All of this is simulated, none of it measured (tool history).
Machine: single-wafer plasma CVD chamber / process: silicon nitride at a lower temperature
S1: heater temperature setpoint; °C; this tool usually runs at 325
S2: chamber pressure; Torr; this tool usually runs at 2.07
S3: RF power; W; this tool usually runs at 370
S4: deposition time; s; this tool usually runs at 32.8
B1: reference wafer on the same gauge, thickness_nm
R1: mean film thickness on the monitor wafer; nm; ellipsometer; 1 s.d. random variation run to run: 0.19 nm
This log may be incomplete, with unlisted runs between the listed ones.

run	hour	S1	S2	S3	S4	B1	R1
1	0.0	325	1.66	370	35.2	44.590	47.403
# hour 14.3: RF generator calibrated
2	27.1	325	2.07	370	32.8	44.593	48.302
3	42.6	325	2.07	370	32.8	44.563	48.057
4	68.7	325	2.07	370	32.8	44.646	47.877
5	85.1	325	2.07	370	32.8	44.632	48.094
6	113.8	325	2.18	370	32.8	44.615	48.436
7	133.1	312	2.53	420	26.9	44.586	43.820
8	167.6	325	2.07	370	32.8	44.589	48.118
9	190.4	317	2.07	370	32.8	44.558	48.062
10	221.7	325	2.07	370	37.9	44.629	55.370
11	246.6	335	1.60	340	27.9	44.601	36.628
# hour 253.9: gauge calibrated
12	280.4	325	2.07	315	36.2	44.637	47.462
13	307.5	325	2.07	370	32.8	44.607	47.705
14	323.4	325	2.18	370	32.8	44.508	48.230
15	349.2	325	2.07	370	32.8	44.726	47.547
16	362.1	325	2.48	370	29.7	44.577	44.636
17	374.7	316	1.66	415	28.0	44.560	42.128
18	395.1	325	2.07	370	32.8	44.639	47.362
# hour 411.2: capacitance manometer re-zeroed and calibrated
19	411.7	311	2.07	370	32.8	44.711	47.501
20	426.1	325	1.75	370	30.6	44.609	43.049
# hour 437.2: thermocouple changed; heater temperature recalibrated
# hour 450.2: showerhead replaced
21	457.9	338	2.07	330	28.0	44.640	37.659
22	485.9	325	2.07	305	32.8	44.621	41.846
23	546.6	325	2.07	370	32.8	44.524	47.320
24	579.2	325	2.07	310	32.8	44.705	42.125
25	623.9	325	2.07	330	35.9	44.671	48.234

Estimate the outcome of run 26 from the log above:
26	646.7	325	2.33	370	36.3	?	?

B1: 44.518
R1: 53.277 nm
On a tool with no hidden condition, and with the same random variation, this run would have come out at R1 54.175 nm.
